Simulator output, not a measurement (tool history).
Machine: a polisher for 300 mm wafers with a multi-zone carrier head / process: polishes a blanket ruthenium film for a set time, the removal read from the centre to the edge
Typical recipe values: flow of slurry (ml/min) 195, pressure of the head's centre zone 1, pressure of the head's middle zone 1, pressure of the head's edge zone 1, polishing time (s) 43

run   hour  flow of slurry (ml/min)  pressure of the head's centre zone  pressure of the head's middle zone  pressure of the head's edge zone  polishing time (s)  wafers since the last listed run  wafers polished on this pad  hours since the slurry nozzle was cleaned  hours since the centre zone pressure was calibrated  hours since the edge zone pressure was calibrated  hours since the carrier head's membrane was replaced  incoming thickness of the incoming film, nm  film removed at the wafer's centre (nm)  film removed at mid-radius (nm)  film removed at the wafer's edge (nm)
  1      0                      195                                   1                                   1                                 1                  43                                 0                          646                                      684.2                                                427.4                                               1012                                                 366.9                                        592.6                                     40.3                             43.8                                   41.9
      17.8  -- worn pad replaced by a new one
  2   18.3                      195                                   1                                   1                                 1                  43                               181                            6                                      702.5                                                445.7                                             1030.3                                                 385.2                                        588.2                                     44.4                             48.4                                   47.1
  3   28.7                      195                                   1                                   1                              0.91                  43                               132                          138                                      712.9                                                456.1                                             1040.7                                                 395.6                                        584.9                                     42.3                             46.2                                   42.7
  4   45.4                      195                                   1                                   1                              0.91                  43                               212                          351                                      729.6                                                472.8                                             1057.4                                                 412.3                                        597.9                                     40.6                             44.6                                   40.8
  5   51.8                      240                                   1                                   1                              1.07                  43                                81                          432                                        736                                                479.2                                             1063.8                                                 418.7                                        592.3                                     41.2                             45.2                                   45.1
  6   69.6                      195                                   1                                   1                                 1                  43                               226                          658                                      753.8                                                  497                                             1081.6                                                 436.5                                        598.4                                     39.8                             43.2                                   41.8
        88  -- worn pad replaced by a new one
  7   94.9                      195                                   1                                   1                                 1                  43                               270                           87                                      779.1                                                522.3                                             1106.9                                                 461.8                                        598.2                                     42.6                             46.5                                   46.7
      98.9  -- centre zone pressure recalibrated
  8  109.6                      195                                1.07                                   1                                 1                  43                               161                          249                                      793.8                                                 10.7                                             1121.6                                                 476.5                                        585.2                                     47.8                             45.1                                   44.4
     116.2  -- carrier head's membrane replaced by a new one
  9  116.7                      195                                   1                                   1                                 1                  43                                26                          276                                      800.9                                                 17.8                                             1128.7                                                   0.5                                        594.5                                     43.9                             44.6                                     44
     120.3  -- edge zone pressure recalibrated
 10  127.8                      195                                   1                                   1                                 1                  43                               115                          391                                        812                                                 28.9                                                7.5                                                  11.6                                        595.1                                     42.5                             44.1                                   42.5
     135.1  -- slurry nozzle cleaned
 11  142.6                      195                                0.95                                   1                                 1                  54                               175                          567                                        7.5                                                 43.7                                               22.3                                                  26.4                                        597.8                                     50.5                             54.7                                   52.5
     157.1  -- worn pad replaced by a new one
 12  157.6                      195                                1.08                                   1                              1.03                  29                               139                            6                                       22.5                                                 58.7                                               37.3                                                  41.4                                        599.4                                     33.9                               33                                   32.1
 13  161.8                      195                                   1                                   1                                 1                  43                                53                           59                                       26.7                                                 62.9                                               41.5                                                  45.6                                        587.3                                     46.1                             47.8                                   46.2
 14  173.8                      195                                1.11                                0.95                                 1                  43                               152                          212                                       38.7                                                 74.9                                               53.5                                                  57.6                                          587                                     48.4                             43.6                                   44.5
 15  185.4                      195                                   1                                   1                                 1                  43                               147                          359                                       50.3                                                 86.5                                               65.1                                                  69.2                                        583.2                                     42.8                             44.5                                   43.2
 16    202                      195                                   1                                1.09                                 1                  43                               211                          571                                       66.9                                                103.1                                               81.7                                                  85.8                                        600.7                                     41.3                             46.9                                   43.2
 17  216.2                      215                                 1.1                                   1                              0.93                  51                               180                          751                                       81.1                                                117.3                                               95.9                                                   100                                        584.3                                     53.9                             52.2                                   49.7
     227.3  -- worn pad replaced by a new one
 18    232                      130                                1.08                                 1.1                                 1                  32                               150                           60                                       96.9                                                133.1                                              111.7                                                 115.8                                        590.8                                     34.6                             36.8                                   33.6
 19  245.7                      195                                 1.1                                0.93                                 1                  43                               174                          234                                      110.6                                                146.8                                              125.4                                                 129.5                                        594.1                                     47.4                             42.9                                   44.3
 20  255.5                      195                                   1                                   1                                 1                  51                               124                          359                                      120.4                                                156.6                                              135.2                                                 139.3                                          593                                       50                             53.3                                   51.5

State the hidden condition of the tool at each of the runs:
slurry flow missing at the pad, %: 0, the same for each run
deviation of the edge zone's pressure from its setpoint, %: 0, the same for each run
H1: removal rate lost through wear of the pad, %
H2: deviation of the centre zone's pressure from its setpoint, %
run     H1      H2
  1   10.5   -6.27
  2   0.83   -6.61
  3   5.18    -6.8
  4   8.85   -7.11
  5   9.64   -7.23
  6   10.9   -7.56
  7   3.71   -8.03
  8   7.81  -0.792
  9   8.95  -0.924
 10   10.1   -1.13
 11     11    -1.4
 12  0.517   -1.68
 13   2.54   -1.76
 14   6.49   -1.98
 15   8.64    -2.2
 16   10.2   -2.51
 17   10.8   -2.77
 18   3.21   -3.06
 19   7.54   -3.32
 20   9.28    -3.5
